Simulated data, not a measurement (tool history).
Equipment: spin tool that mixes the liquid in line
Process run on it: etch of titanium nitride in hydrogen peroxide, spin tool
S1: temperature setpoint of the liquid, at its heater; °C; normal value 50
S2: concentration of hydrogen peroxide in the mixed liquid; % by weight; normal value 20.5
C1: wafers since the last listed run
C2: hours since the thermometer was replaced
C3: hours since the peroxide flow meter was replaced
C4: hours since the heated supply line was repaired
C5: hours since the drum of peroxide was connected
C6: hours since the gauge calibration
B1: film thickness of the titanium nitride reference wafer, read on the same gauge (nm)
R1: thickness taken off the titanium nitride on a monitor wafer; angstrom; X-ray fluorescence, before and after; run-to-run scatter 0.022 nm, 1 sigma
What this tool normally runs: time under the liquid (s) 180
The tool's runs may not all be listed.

run 1 hour=0 | S1=50 S2=20.5 time_under_the_liquid_(s)=180 | C1=0 C2=2976.3 C3=1924.8 C4=2417.3 C5=1009 C6=253.6 | B1=110 | R1=47.1
run 2 hour=24.6 | S1=50 S2=20.5 time_under_the_liquid_(s)=180 | C1=118 C2=3000.9 C3=1949.4 C4=2441.9 C5=1033.6 C6=278.2 | B1=110.01 | R1=46.9
run 3 hour=36.9 | S1=50 S2=20.5 time_under_the_liquid_(s)=180 | C1=59 C2=3013.2 C3=1961.7 C4=2454.2 C5=1045.9 C6=290.5 | B1=110.05 | R1=47.2
run 4 hour=60.3 | S1=43.5 S2=20.5 time_under_the_liquid_(s)=180 | C1=113 C2=3036.6 C3=1985.1 C4=2477.6 C5=1069.3 C6=313.9 | B1=110.01 | R1=28.8
run 5 hour=78.5 | S1=43.5 S2=20.5 time_under_the_liquid_(s)=180 | C1=88 C2=3054.8 C3=2003.3 C4=2495.8 C5=1087.5 C6=332.1 | B1=109.99 | R1=28.9
run 6 hour=90.7 | S1=43.5 S2=20.5 time_under_the_liquid_(s)=180 | C1=59 C2=3067 C3=2015.5 C4=2508 C5=1099.7 C6=344.3 | B1=110.02 | R1=28.8
run 7 hour=111.6 | S1=50 S2=20.5 time_under_the_liquid_(s)=115 | C1=101 C2=3087.9 C3=2036.4 C4=2528.9 C5=1120.6 C6=365.2 | B1=110.02 | R1=30
run 8 hour=124.4 | S1=50 S2=20.5 time_under_the_liquid_(s)=115 | C1=61 C2=3100.7 C3=2049.2 C4=2541.7 C5=1133.4 C6=378 | B1=109.98 | R1=30
run 9 hour=157.6 | S1=50 S2=20.5 time_under_the_liquid_(s)=115 | C1=160 C2=3133.9 C3=2082.4 C4=2574.9 C5=1166.6 C6=411.2 | B1=110.01 | R1=29.7
run 10 hour=185.8 | S1=53 S2=20.5 time_under_the_liquid_(s)=180 | C1=136 C2=3162.1 C3=2110.6 C4=2603.1 C5=1194.8 C6=439.4 | B1=110.02 | R1=57.9
-- hour=193.9 gauge calibrated
run 11 hour=214.3 | S1=50 S2=24 time_under_the_liquid_(s)=140 | C1=137 C2=3190.6 C3=2139.1 C4=2631.6 C5=1223.3 C6=20.4 | B1=109.96 | R1=37.6
run 12 hour=239.8 | S1=55.5 S2=16.5 time_under_the_liquid_(s)=120 | C1=123 C2=3216.1 C3=2164.6 C4=2657.1 C5=1248.8 C6=45.9 | B1=109.98 | R1=44.4
run 13 hour=262.6 | S1=42.5 S2=20.5 time_under_the_liquid_(s)=240 | C1=110 C2=3238.9 C3=2187.4 C4=2679.9 C5=1271.6 C6=68.7 | B1=109.99 | R1=35.3
run 14 hour=286.2 | S1=54 S2=18.5 time_under_the_liquid_(s)=275 | C1=114 C2=3262.5 C3=2211 C4=2703.5 C5=1295.2 C6=92.3 | B1=110.01 | R1=93.2
-- hour=291.5 thermometer replaced
-- hour=293.7 peroxide flow meter replaced
run 15 hour=318.7 | S1=50 S2=20.5 time_under_the_liquid_(s)=180 | C1=147 C2=27.2 C3=25 C4=2736 C5=1327.7 C6=124.8 | B1=110.02 | R1=42
-- hour=330.2 new drum of peroxide connected
run 16 hour=349.1 | S1=50 S2=19 time_under_the_liquid_(s)=210 | C1=142 C2=57.6 C3=55.4 C4=2766.4 C5=18.9 C6=155.2 | B1=109.95 | R1=48.1
-- hour=360.6 heated supply line repaired
-- hour=402.3 thermometer replaced, repeated, since the last time left the tool worse
run 17 hour=451.7 | S1=50 S2=19 time_under_the_liquid_(s)=210 | C1=486 C2=49.4 C3=158 C4=91.1 C5=121.5 C6=257.8 | B1=110.01 | R1=61.1
run 18 hour=476.1 | S1=46 S2=20.5 time_under_the_liquid_(s)=180 | C1=118 C2=73.8 C3=182.4 C4=115.5 C5=145.9 C6=282.2 | B1=110.04 | R1=39.5

Run by run, hidden condition taken away, random variation retained:
The tool's hidden condition here consists of: liquid colder than its thermometer reads (K); peroxide flow above the setpoint (%); temperature lost on the way to the wafer (K); peroxide weaker than its label (%); gauge reads high (%).
run=1 R1=53.3
run=2 R1=53.1
run=3 R1=53.5
run=4 R1=32.9
run=5 R1=33
run=6 R1=32.9
run=7 R1=34.1
run=8 R1=34.1
run=9 R1=33.8
run=10 R1=65.8
run=11 R1=42.9
run=12 R1=50.4
run=13 R1=40.6
run=14 R1=106.2
run=15 R1=53.1
run=16 R1=60.8
run=17 R1=61.4
run=18 R1=39.7
